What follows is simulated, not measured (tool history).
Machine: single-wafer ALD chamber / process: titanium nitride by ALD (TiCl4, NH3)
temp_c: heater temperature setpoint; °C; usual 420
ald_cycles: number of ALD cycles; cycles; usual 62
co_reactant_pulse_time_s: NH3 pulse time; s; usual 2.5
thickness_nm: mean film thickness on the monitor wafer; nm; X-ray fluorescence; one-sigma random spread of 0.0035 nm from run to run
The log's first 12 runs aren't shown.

run	hour	temp_c	ald_cycles	co_reactant_pulse_time_s	wafers since the last listed run	hours since the last thermocouple change	hours since the showerhead was replaced	hours since the gauge calibration	read-back reference wafer on the same gauge, thickness_nm	thickness_nm
# hour 662.7: thermocouple changed; heater temperature recalibrated
13	717	420	62	2.5	360	54.3	3389.4	665	1.194	1.403
14	745.2	420	62	3	107	82.5	3417.6	693.2	1.195	1.414
15	781.9	420	62	3	140	119.2	3454.3	729.9	1.194	1.408
16	824.2	420	62	3	161	161.5	3496.6	772.2	1.193	1.408
17	874.1	425	65	2.8	190	211.4	3546.5	822.1	1.193	1.472
18	937.5	407	68	1.55	241	274.8	3609.9	885.5	1.192	1.46
# hour 1000.3: gauge calibrated
19	1106.2	433	62	2.5	643	443.5	3778.6	105.9	1.208	1.425
20	1156.9	429	58	2.5	193	494.2	3829.3	156.6	1.207	1.323
21	1213	420	62	2.5	214	550.3	3885.4	212.7	1.206	1.418
22	1271.7	414	65	2.5	224	609	3944.1	271.4	1.205	1.477
# hour 1307.8: showerhead replaced
23	1322.5	420	62	2.5	163	659.8	14.7	322.2	1.205	1.411
24	1377.1	420	52	2.5	208	714.4	69.3	376.8	1.204	1.187
25	1407.1	416	53	3.2	114	744.4	99.3	406.8	1.202	1.222
26	1466.3	424	72	3.12	225	803.6	158.5	466	1.201	1.658
27	1496.6	434	53	3.1	115	833.9	188.8	496.3	1.201	1.216
28	1521.5	420	62	2.5	95	858.8	213.7	521.2	1.201	1.413
29	1551.7	413	62	2.08	115	889	243.9	551.4	1.198	1.385
30	1580.3	432	62	2.81	109	917.6	272.5	580	1.198	1.411
31	1617.6	434	69	3.49	142	954.9	309.8	617.3	1.199	1.579
32	1685	420	62	2.5	257	1022.3	377.2	684.7	1.197	1.399

Branching from run 32: 3 alternative next runs. What would each branch give?
A	1685.5	420	62	2.5	1	1022.8	377.7	685.2	?	?
B	1685.5	427	50	3.11	1	1022.8	377.7	685.2	?	?
C	1685.5	428	62	3.26	1	1022.8	377.7	685.2	?	?

run	read-back reference wafer on the same gauge, thickness_nm	thickness_nm
A	1.197	1.4
B	1.197	1.138
C	1.197	1.413
Take away the tool's hidden state, keep each run's random variation, and the runs would have read:
run	thickness_nm
A	1.415
B	1.151
C	1.428

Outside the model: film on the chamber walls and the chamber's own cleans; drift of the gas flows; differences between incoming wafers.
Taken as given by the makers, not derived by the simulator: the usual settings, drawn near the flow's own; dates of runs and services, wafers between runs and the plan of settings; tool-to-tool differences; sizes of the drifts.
